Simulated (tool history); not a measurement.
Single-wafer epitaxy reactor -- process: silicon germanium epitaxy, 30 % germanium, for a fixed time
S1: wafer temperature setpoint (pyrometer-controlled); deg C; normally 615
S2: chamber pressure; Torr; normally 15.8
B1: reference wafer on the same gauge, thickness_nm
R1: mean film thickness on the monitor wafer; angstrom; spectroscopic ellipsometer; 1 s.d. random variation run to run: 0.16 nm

Run 1, day 0: usual settings but S2 17.3 Torr; B1 75.657. Result: R1 796.65 angstrom.
Run 2, day 2.871: usual settings; B1 75.613. Result: R1 758.83 angstrom.
Run 3, day 4.9: usual settings; B1 75.587. Result: R1 758.97 angstrom.
Run 4, day 6.412: usual settings; B1 75.607. Result: R1 756.05 angstrom.
Run 5, day 9.129: usual settings but S2 17.6 Torr; B1 75.601. Result: R1 801.74 angstrom.
Run 6, day 11.85: usual settings but S2 17.6 Torr; B1 75.559. Result: R1 800.42 angstrom.
Run 7, day 14.038: usual settings but S2 17.6 Torr; B1 75.619. Result: R1 803.69 angstrom.
Run 8, day 16.933: usual settings; B1 75.634. Result: R1 756.64 angstrom.
Run 9, day 18.388: usual settings; B1 75.624. Result: R1 758.19 angstrom.
Run 10, day 19.412: usual settings; B1 75.677. Result: R1 757.7 angstrom.
Run 11, day 21.3: usual settings; B1 75.553. Result: R1 756.64 angstrom.
Run 12, day 24.138: usual settings; B1 75.578. Result: R1 746.94 angstrom.
Run 13, day 25.604: usual settings; B1 75.596. Result: R1 745.06 angstrom.
Run 14, day 27.108: usual settings but S1 607 deg C, S2 14.7 Torr; B1 75.598. Result: R1 609.8 angstrom.
Run 15, day 28.646: usual settings but S1 607 deg C, S2 14.7 Torr; B1 75.626. Result: R1 608.54 angstrom.
Run 16, day 31.408: usual settings; B1 75.594. Result: R1 739.95 angstrom.
Run 17, day 33.308: usual settings but S1 624 deg C, S2 14.6 Torr; B1 75.604. Result: R1 852.04 angstrom.
Run 18, day 34.354: usual settings; B1 75.612. Result: R1 741.74 angstrom.
Run 19, day 36.483: usual settings but S1 608 deg C, S2 19.3 Torr; B1 75.576. Result: R1 714.59 angstrom.
Run 20, day 38.229: usual settings; B1 75.592. Result: R1 740.46 angstrom.
Run 21, day 40.021: usual settings but S1 623 deg C, S2 19.5 Torr; B1 75.55. Result: R1 969.7 angstrom.
Run 22, day 42.721: usual settings; B1 75.617. Result: R1 766.8 angstrom.
Run 23, day 48.508: usual settings but S1 628 deg C; B1 75.612. Result: R1 987.29 angstrom.
Run 24, day 51.362: usual settings; B1 75.624. Result: R1 759.21 angstrom.
Run 25, day 53.692: usual settings but S1 610 deg C; B1 75.593. Result: R1 686.29 angstrom.
Run 26, day 62.179: usual settings but S1 605 deg C, S2 18.6 Torr; B1 75.568. Result: R1 673.44 angstrom.
Run 27, day 63.975: usual settings but S1 630 deg C, S2 17.9 Torr; B1 75.563. Result: R1 1087.51 angstrom.
Run 28, day 70.171: usual settings but S1 606 deg C, S2 13.6 Torr; B1 75.695. Result: R1 579.21 angstrom.
Run 29, day 72.838: usual settings but S1 620 deg C, S2 18.4 Torr; B1 75.609. Result: R1 908.24 angstrom.
Run 30, day 74.529: usual settings; B1 75.602. Result: R1 755.43 angstrom.
Run 31, day 76.267: usual settings; B1 75.566. Result: R1 759.6 angstrom.
Run 32, day 78.538: usual settings; B1 75.646. Result: R1 755.83 angstrom.
Run 33, day 80.062: usual settings but S1 608 deg C, S2 13.3 Torr; B1 75.591. Result: R1 597.58 angstrom.
Run 34, day 82.938: usual settings but S1 629 deg C, S2 17.9 Torr; B1 75.619. Result: R1 1084.39 angstrom.

Withheld: 6 entries from between the runs. Position of each, and hidden state at the listed run before versus the listed run after:
Runs 11 to 12: pyrometer calibrated (day 23.062)
  wafer temperature above the value expected at the setpoint (K): -0.66 -> -1.32
  measured less the result without the state, R1: -10.13 -> -20.15 angstrom
Runs 16 to 17: capacitance manometer re-zeroed and calibrated (day 33.288)
  wafer temperature above the value expected at the setpoint (K): -1.57 -> -1.62
  measured less the result without the state, R1: -23.85 -> -27.66 angstrom
Runs 21 to 22: pyrometer calibrated, repeated, since the last time left the tool worse (day 40.471)
  wafer temperature above the value expected at the setpoint (K): -1.75 -> -0.119
  measured less the result without the state, R1: -34.06 -> -1.84 angstrom
Runs 22 to 23: showerhead replaced (day 48.333)
  wafer temperature above the value expected at the setpoint (K): -0.119 -> -0.314
  measured less the result without the state, R1: -1.84 -> -6.05 angstrom
Runs 23 to 24: gauge calibrated (day 50.004)
  wafer temperature above the value expected at the setpoint (K): -0.314 -> -0.385
  measured less the result without the state, R1: -6.05 -> -5.91 angstrom
Runs 33 to 34: pyrometer calibrated (day 82.917)
  wafer temperature above the value expected at the setpoint (K): -0.666 -> 0.0118
  measured less the result without the state, R1: -8.22 -> +0.25 angstrom

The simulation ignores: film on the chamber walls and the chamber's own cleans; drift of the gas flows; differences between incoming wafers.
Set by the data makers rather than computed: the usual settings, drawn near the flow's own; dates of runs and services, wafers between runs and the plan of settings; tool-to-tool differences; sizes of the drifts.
